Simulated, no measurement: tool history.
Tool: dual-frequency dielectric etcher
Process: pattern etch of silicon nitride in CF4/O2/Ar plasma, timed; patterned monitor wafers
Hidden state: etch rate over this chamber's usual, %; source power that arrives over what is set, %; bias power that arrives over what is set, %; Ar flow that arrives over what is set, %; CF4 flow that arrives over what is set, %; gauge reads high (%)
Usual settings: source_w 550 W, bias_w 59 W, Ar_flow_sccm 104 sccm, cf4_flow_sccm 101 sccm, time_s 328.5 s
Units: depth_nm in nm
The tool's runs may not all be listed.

run,hour,source_w,bias_w,Ar_flow_sccm,cf4_flow_sccm,time_s,wafers since the last listed run,hours since the last wet clean,hours since the last source power generator calibration,hours since the last bias power generator calibration,hours since the last Ar flow controller change,hours since the last CF4 flow controller change,hours since the last upper electrode change,hours since the gauge calibration,"read-back reference wafer on the same gauge, depth_nm",depth_nm
1,0.0,550,59,104,101,328.5,0,505.4,1764.5,1028.8,2506.2,2939.6,1353.8,1121.3,748.5,697.3
2,76.4,550,59,104,101,328.5,489,581.8,1840.9,1105.2,2582.6,3016.0,1430.2,1197.7,748.6,701.5
# hour 187.9: wet clean of the chamber
3,188.4,550,59,104,101,328.5,564,0.5,1952.9,1217.2,2694.6,3128.0,1542.2,1309.7,749.1,670.6
4,245.5,550,59,114,101,328.5,366,57.6,2010.0,1274.3,2751.7,3185.1,1599.3,1366.8,749.6,663.9
5,351.5,550,59,104,101,328.5,679,163.6,2116.0,1380.3,2857.7,3291.1,1705.3,1472.8,749.2,676.7
6,673.9,550,59,104,101,328.5,2067,486.0,2438.4,1702.7,3180.1,3613.5,2027.7,1795.2,749.0,702.7
7,779.4,550,59,104,101,328.5,676,591.5,2543.9,1808.2,3285.6,3719.0,2133.2,1900.7,749.2,699.9
# hour 829.1: wet clean of the chamber
8,829.6,610,59,119,101,328.5,167,0.5,2594.1,1858.4,3335.8,3769.2,2183.4,1950.9,749.2,704.8
# hour 830.5: gauge calibrated
9,904.9,610,59,119,101,328.5,482,75.8,2669.4,1933.7,3411.1,3844.5,2258.7,74.4,749.6,709.5
10,962.6,610,59,119,101,328.5,369,133.5,2727.1,1991.4,3468.8,3902.2,2316.4,132.1,749.2,717.1
11,999.9,460,59,104,101,328.5,239,170.8,2764.4,2028.7,3506.1,3939.5,2353.7,169.4,749.0,592.7
12,1096.8,550,59,104,101,328.5,621,267.7,2861.3,2125.6,3603.0,4036.4,2450.6,266.3,749.9,678.2
# hour 1162.4: upper electrode replaced
13,1173.1,550,59,104,101,328.5,335,344.0,2937.6,2201.9,3679.3,4112.7,10.7,342.6,750.1,682.9
# hour 1221.7: CF4 flow controller replaced
# hour 1230.5: bias power generator calibrated
14,1231.0,550,59,104,91,241.0,307,401.9,2995.5,0.5,3737.2,9.3,68.6,400.5,750.2,486.2
# hour 1257.7: Ar flow controller replaced
15,1431.2,550,59,104,84,328.5,1245,602.1,3195.7,200.7,173.5,209.5,268.8,600.7,749.7,680.9
# hour 1443.5: source power generator calibrated
# hour 1456.0: wet clean of the chamber
16,1518.0,660,54,89,120,328.5,450,62.0,74.5,287.5,260.3,296.3,355.6,687.5,749.7,751.5
17,1605.1,550,59,104,118,328.5,558,149.1,161.6,374.6,347.4,383.4,442.7,774.6,750.6,662.7
18,1642.9,650,69,104,117,328.5,242,186.9,199.4,412.4,385.2,421.2,480.5,812.4,750.1,831.1
19,1693.9,550,66,104,123,328.5,327,237.9,250.4,463.4,436.2,472.2,531.5,863.4,750.7,722.8
20,1786.0,550,49,104,80,328.5,590,330.0,342.5,555.5,528.3,564.3,623.6,955.5,751.2,605.2
21,1850.5,550,49,104,117,380.0,413,394.5,407.0,620.0,592.8,628.8,688.1,1020.0,750.4,718.1

The tool's hidden state at each run:
source power that arrives over what is set, %: 0 in every run
Ar flow that arrives over what is set, %: 0 in every run
CF4 flow that arrives over what is set, %: 0 in every run
gauge reads high (%): 0 in every run
H1: etch rate over this chamber's usual, %
H2: bias power that arrives over what is set, %
run,H1,H2
1,4.07,3.67
2,4.72,3.8
3,0.319,3.96
4,0.803,4.04
5,1.7,4.16
6,4.43,4.44
7,5.33,4.5
8,-0.753,4.53
9,-0.115,4.57
10,0.374,4.6
11,0.69,4.61
12,1.51,4.65
13,2.16,4.68
14,2.65,-0.342
15,4.35,0.942
16,-0.261,1.4
17,0.478,1.8
18,0.798,1.96
19,1.23,2.16
20,2.01,2.5
21,2.56,2.7
